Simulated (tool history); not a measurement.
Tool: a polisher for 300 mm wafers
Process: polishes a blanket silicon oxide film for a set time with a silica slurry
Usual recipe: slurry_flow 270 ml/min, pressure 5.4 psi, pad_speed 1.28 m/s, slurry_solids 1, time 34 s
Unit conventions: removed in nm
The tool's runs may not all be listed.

run	hour	slurry_flow	pressure	pad_speed	slurry_solids	time	wafers since the last listed run	wafers polished on this pad	hours since the slurry nozzle was cleaned	hours since the head pressure was calibrated	hours since the slurry blender was calibrated	hours since the conditioning disc was replaced	incoming thickness of the incoming film, nm	removed
1	0	270	4.8	1.28	1	34	0	1505	169.2	115.9	340.6	145.8	1511.5	161.6
2	41.2	245	6.5	1.5	1	26	338	1843	210.4	157.1	381.8	187	1519.7	164.2
# hour 89.8: slurry blender recalibrated
3	109.5	270	3.8	1.28	0.7	34	544	2387	278.7	225.4	19.7	255.3	1526.1	96.4
4	135.4	270	5.4	1.28	1	34	212	2600	304.6	251.3	45.6	281.2	1512.5	169
5	188.8	215	5.4	1.28	1	23	438	3038	358	304.7	99	334.6	1528.3	108.7
# hour 223.7: conditioning disc replaced and pad reconditioned
6	257.7	270	5.4	1.28	0.9	24	548	3587	426.9	373.6	167.9	34	1515.3	105.1
# hour 269.7: worn pad replaced by a new one
# hour 275.1: slurry nozzle cleaned
7	327.5	185	5.4	1.56	0.85	31	531	466	52.4	443.4	237.7	103.8	1505.9	155.8
8	378.2	190	5.4	1.28	0.9	34	416	882	103.1	494.1	288.4	154.5	1518.4	153.6
9	439.7	295	5.4	1.28	1.25	34	504	1387	164.6	555.6	349.9	216	1497.6	205.4
10	482.1	310	4.6	0.96	1	34	347	1734	207	598	392.3	258.4	1524.9	130.1
# hour 486.9: slurry blender recalibrated
11	509.9	270	5.4	1.28	1	34	211	1946	234.8	625.8	23	286.2	1488	168.9
12	551.4	270	5.4	1.28	1	34	340	2287	276.3	667.3	64.5	327.7	1503.8	168.7
13	623	270	5.4	1.66	0.9	34	587	2874	347.9	738.9	136.1	399.3	1537.6	180
# hour 643: slurry nozzle cleaned
# hour 674.5: worn pad replaced by a new one
14	679.1	270	5.4	1.28	1.2	41	419	37	36.1	795	192.2	455.4	1484.7	244
# hour 703.9: conditioning disc replaced and pad reconditioned
15	708.1	295	5.4	1.28	1.25	34	221	258	65.1	824	221.2	4.2	1527.8	209.7
16	769.5	270	5.4	1.72	1	34	503	762	126.5	885.4	282.6	65.6	1510	212.4
17	815.8	270	5.4	1.28	1	34	379	1142	172.8	931.7	328.9	111.9	1489.5	175.9
18	843.4	270	5.4	1.28	1	29	226	1369	200.4	959.3	356.5	139.5	1507.2	148.5
19	886.9	270	5.4	1.72	1	34	356	1725	243.9	1002.8	400	183	1499.5	214
# hour 927.2: slurry blender recalibrated
20	947.7	270	5.4	1.28	1	34	482	2208	304.7	1063.6	20.5	243.8	1503.7	167.8
21	984.6	270	5.4	1.28	1	34	302	2511	341.6	1100.5	57.4	280.7	1513.3	167.2
22	1021.8	200	7.1	1.28	1.1	39	305	2816	378.8	1137.7	94.6	317.9	1503.6	234.8
# hour 1026.9: head pressure recalibrated
# hour 1068.4: conditioning disc replaced and pad reconditioned
23	1085.3	270	5.4	1.28	1	34	488	3304	442.3	58.4	158.1	16.9	1508.8	163.9
# hour 1134.3: slurry nozzle cleaned
# hour 1149: worn pad replaced by a new one
24	1153.5	270	6.2	1.28	1	34	518	36	19.2	126.6	226.3	85.1	1538	194.8

5 ways to go on from here, each from the tool as it stands after run 24. What would each give?
A	1153.9	270	5.4	1.28	1	34	3	40	19.6	127	226.7	85.5	1492.7	?
B	1153.9	270	5.4	0.84	1	34	3	40	19.6	127	226.7	85.5	1492.7	?
C	1153.9	305	5.4	1.1	1	34	3	40	19.6	127	226.7	85.5	1492.7	?
D	1153.9	270	5.4	1.7	1	34	3	40	19.6	127	226.7	85.5	1492.7	?
E	1153.9	205	5.4	1.46	0.7	27	3	40	19.6	127	226.7	85.5	1492.7	?

run	removed
A	180
B	135.8
C	163.9
D	219.8
E	103.7
Take away the tool's hidden state, keep each run's random variation, and the runs would have read:
run	removed
A	180.8
B	136.4
C	164.6
D	220.8
E	104.2
